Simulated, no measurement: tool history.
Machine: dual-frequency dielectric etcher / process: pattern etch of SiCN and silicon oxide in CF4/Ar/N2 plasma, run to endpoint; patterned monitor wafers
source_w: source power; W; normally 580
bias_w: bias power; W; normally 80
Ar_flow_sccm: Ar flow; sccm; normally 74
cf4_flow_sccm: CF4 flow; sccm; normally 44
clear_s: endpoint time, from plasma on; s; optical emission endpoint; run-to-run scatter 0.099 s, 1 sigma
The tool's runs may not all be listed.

run,hour,source_w,bias_w,Ar_flow_sccm,cf4_flow_sccm,"incoming incoming film thickness, nm",clear_s
1,0.0,580,99,61,51,12.48,10.4
2,12.8,490,72,74,38,12.48,14.0
3,38.6,500,96,87,52,12.48,12.0
# hour 76.2: bias power generator calibrated
# hour 76.2: upper electrode replaced
4,76.7,540,89,61,52,12.45,11.0
5,83.7,580,72,86,44,12.45,12.9
6,114.2,580,85,87,34,12.52,12.5
7,144.9,540,99,60,44,12.59,11.1
8,192.0,580,80,74,50,12.52,11.8
# hour 205.2: CF4 flow controller replaced
# hour 222.4: Ar flow controller replaced
9,222.9,540,95,79,44,12.43,11.7
10,232.4,580,80,59,44,12.54,11.5
# hour 260.5: wet clean of the chamber
11,267.9,580,69,86,44,12.46,13.0
12,295.0,580,70,74,44,12.56,12.7
13,327.2,580,80,74,44,12.50,12.0
14,354.9,580,80,58,44,12.55,11.4
15,381.8,580,80,74,44,12.50,11.9
16,410.9,530,66,83,38,12.54,14.3
17,438.5,710,80,83,53,12.60,10.7
18,459.4,580,61,59,44,12.47,12.8
19,471.9,580,71,74,44,12.48,12.4
20,503.8,580,99,61,51,12.40,10.1
21,538.7,580,99,74,52,12.65,10.7
22,573.9,580,80,67,38,12.58,12.2
23,609.3,580,69,86,44,12.52,13.2

Exercise: give the hidden state of the tool at every run:
etch rate over this chamber's usual, %: 0 on each run
source power that arrives over what is set, %: 0 on each run
bias power that arrives over what is set, %: 0 on each run
Ar flow that arrives over what is set, %: 0 on each run
CF4 flow that arrives over what is set, %: 0 on each run
